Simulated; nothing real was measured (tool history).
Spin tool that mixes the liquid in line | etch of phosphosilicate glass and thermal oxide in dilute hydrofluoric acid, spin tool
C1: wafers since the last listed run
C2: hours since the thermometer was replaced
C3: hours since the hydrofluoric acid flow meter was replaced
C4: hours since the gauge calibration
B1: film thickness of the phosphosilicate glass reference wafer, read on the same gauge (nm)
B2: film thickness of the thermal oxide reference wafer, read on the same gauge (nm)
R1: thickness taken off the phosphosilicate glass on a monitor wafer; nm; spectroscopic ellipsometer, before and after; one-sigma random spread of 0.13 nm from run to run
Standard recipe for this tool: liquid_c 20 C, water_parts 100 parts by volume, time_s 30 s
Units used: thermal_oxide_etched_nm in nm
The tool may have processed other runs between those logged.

Run 1, hour 0: usual settings; C1 0; C2 684.8; C3 1358.9; C4 10.3; B1 40.01; B2 100.035. Result: R1 39.51 nm, thermal_oxide_etched_nm 1.353 nm.
Run 2, hour 51.3: usual settings but water_parts 70 parts by volume; C1 1036; C2 736.1; C3 1410.2; C4 61.6; B1 39.93; B2 99.992. Result: R1 58.13 nm, thermal_oxide_etched_nm 1.94 nm.
At hour 145.6: hydrofluoric acid flow meter replaced.
Run 3, hour 152.4: usual settings but time_s 25 s; C1 2022; C2 837.2; C3 6.8; C4 162.7; B1 40; B2 99.977. Result: R1 32.87 nm, thermal_oxide_etched_nm 1.09 nm.
Run 4, hour 210.6: usual settings; C1 1176; C2 895.4; C3 65; C4 220.9; B1 40.04; B2 99.986. Result: R1 39.26 nm, thermal_oxide_etched_nm 1.335 nm.
Run 5, hour 266.7: usual settings but water_parts 145 parts by volume, time_s 20 s; C1 1133; C2 951.5; C3 121.1; C4 277; B1 39.97; B2 100.016. Result: R1 17.22 nm, thermal_oxide_etched_nm 0.579 nm.
Run 6, hour 304.9: usual settings; C1 771; C2 989.7; C3 159.3; C4 315.2; B1 40; B2 99.973. Result: R1 39.49 nm, thermal_oxide_etched_nm 1.284 nm.
Run 7, hour 349.4: usual settings but liquid_c 23 C, time_s 20 s; C1 899; C2 1034.2; C3 203.8; C4 359.7; B1 39.98; B2 100.041. Result: R1 29.76 nm, thermal_oxide_etched_nm 1.045 nm.
Run 8, hour 381.5: usual settings but liquid_c 24 C, water_parts 65 parts by volume, time_s 25 s; C1 648; C2 1066.3; C3 235.9; C4 391.8; B1 39.99; B2 99.984. Result: R1 62.28 nm, thermal_oxide_etched_nm 2.07 nm.
Run 9, hour 413.6: usual settings but liquid_c 23 C; C1 648; C2 1098.4; C3 268; C4 423.9; B1 40.01; B2 100.037. Result: R1 44.52 nm, thermal_oxide_etched_nm 1.49 nm.
Run 10, hour 455.5: usual settings; C1 846; C2 1140.3; C3 309.9; C4 465.8; B1 39.97; B2 99.949. Result: R1 39.4 nm, thermal_oxide_etched_nm 1.326 nm.
Run 11, hour 505.1: usual settings; C1 1002; C2 1189.9; C3 359.5; C4 515.4; B1 39.99; B2 100.048. Result: R1 39.69 nm, thermal_oxide_etched_nm 1.345 nm.
Run 12, hour 542.2: usual settings but liquid_c 17 C; C1 749; C2 1227; C3 396.6; C4 552.5; B1 39.98; B2 99.996. Result: R1 35.15 nm, thermal_oxide_etched_nm 1.149 nm.
Run 13, hour 575.3: usual settings but liquid_c 17 C, time_s 25 s; C1 668; C2 1260.1; C3 429.7; C4 585.6; B1 39.97; B2 99.976. Result: R1 29.04 nm, thermal_oxide_etched_nm 0.992 nm.
Run 14, hour 606.2: usual settings but liquid_c 22.5 C; C1 624; C2 1291; C3 460.6; C4 616.5; B1 40.05; B2 100.007. Result: R1 44.02 nm, thermal_oxide_etched_nm 1.471 nm.
At hour 624.4: thermometer replaced.
Run 15, hour 653.6: usual settings; C1 937; C2 29.2; C3 508; C4 663.9; B1 39.95; B2 99.99. Result: R1 38.84 nm, thermal_oxide_etched_nm 1.313 nm.
Run 16, hour 700.2: usual settings but liquid_c 22.5 C, water_parts 120 parts by volume; C1 941; C2 75.8; C3 554.6; C4 710.5; B1 40.02; B2 100.049. Result: R1 35.05 nm, thermal_oxide_etched_nm 1.187 nm.
Run 17, hour 748.2: usual settings but liquid_c 18.5 C, water_parts 85 parts by volume, time_s 20 s; C1 970; C2 123.8; C3 602.6; C4 758.5; B1 40; B2 99.964. Result: R1 29.12 nm, thermal_oxide_etched_nm 0.988 nm.
Run 18, hour 816.2: usual settings but liquid_c 23 C; C1 1374; C2 191.8; C3 670.6; C4 826.5; B1 39.96; B2 100.003. Result: R1 44.15 nm, thermal_oxide_etched_nm 1.479 nm.
Run 19, hour 845.3: usual settings; C1 588; C2 220.9; C3 699.7; C4 855.6; B1 40.01; B2 99.988. Result: R1 39.06 nm, thermal_oxide_etched_nm 1.293 nm.
Run 20, hour 871.4: usual settings but liquid_c 24.5 C, water_parts 125 parts by volume, time_s 20 s; C1 527; C2 247; C3 725.8; C4 881.7; B1 39.96; B2 99.973. Result: R1 24.36 nm, thermal_oxide_etched_nm 0.817 nm.
Run 21, hour 901.2: usual settings but liquid_c 21.5 C, water_parts 55 parts by volume; C1 602; C2 276.8; C3 755.6; C4 911.5; B1 40.04; B2 99.978. Result: R1 80.05 nm, thermal_oxide_etched_nm 2.696 nm.
Run 22, hour 926.7: usual settings but liquid_c 17 C, water_parts 60 parts by volume, time_s 40 s; C1 515; C2 302.3; C3 781.1; C4 937; B1 40.02; B2 100.011. Result: R1 80.16 nm, thermal_oxide_etched_nm 2.748 nm.
Run 23, hour 992.7: usual settings but liquid_c 23.5 C; C1 1333; C2 368.3; C3 847.1; C4 1003; B1 40.04; B2 100.03. Result: R1 44.97 nm, thermal_oxide_etched_nm 1.505 nm.
Run 24, hour 1061.1: usual settings but water_parts 60 parts by volume, time_s 35 s; C1 1382; C2 436.7; C3 915.5; C4 1071.4; B1 40.02; B2 99.959. Result: R1 80.17 nm, thermal_oxide_etched_nm 2.72 nm.
Run 25, hour 1152.8: usual settings but liquid_c 21.5 C; C1 1853; C2 528.4; C3 1007.2; C4 1163.1; B1 40.04; B2 100.001. Result: R1 41.72 nm, thermal_oxide_etched_nm 1.411 nm.
Run 26, hour 1201: usual settings but water_parts 140 parts by volume; C1 974; C2 576.6; C3 1055.4; C4 1211.3; B1 40.01; B2 100.009. Result: R1 26.97 nm, thermal_oxide_etched_nm 0.909 nm.

What if the next run were any one of these 4? Each begins from the tool's condition after run 26:
Run A, hour 1201.4: usual settings but water_parts 55 parts by volume; C1 8; C2 577; C3 1055.8; C4 1211.7; B1 ?; B2 ?. Result: R1 ?, thermal_oxide_etched_nm ?.
Run B, hour 1201.4: usual settings but liquid_c 22.5 C, water_parts 75 parts by volume, time_s 45 s; C1 8; C2 577; C3 1055.8; C4 1211.7; B1 ?; B2 ?. Result: R1 ?, thermal_oxide_etched_nm ?.
Run C, hour 1201.4: usual settings but liquid_c 22.5 C, time_s 25 s; C1 8; C2 577; C3 1055.8; C4 1211.7; B1 ?; B2 ?. Result: R1 ?, thermal_oxide_etched_nm ?.
Run D, hour 1201.4: usual settings but water_parts 75 parts by volume; C1 8; C2 577; C3 1055.8; C4 1211.7; B1 ?; B2 ?. Result: R1 ?, thermal_oxide_etched_nm ?.

run     B1       B2     R1  thermal_oxide_etched_nm
  A  40.04  100.016  75.19                    2.564
  B  40.04  100.016  89.54                    3.053
  C  40.04  100.016  36.19                    1.234
  D  40.04  100.016  53.85                    1.836
Had the tool no hidden state, the same runs would have come out as:
run     R1  thermal_oxide_etched_nm
  A  74.24                    2.531
  B  88.45                    3.016
  C  35.76                    1.219
  D  53.18                    1.813

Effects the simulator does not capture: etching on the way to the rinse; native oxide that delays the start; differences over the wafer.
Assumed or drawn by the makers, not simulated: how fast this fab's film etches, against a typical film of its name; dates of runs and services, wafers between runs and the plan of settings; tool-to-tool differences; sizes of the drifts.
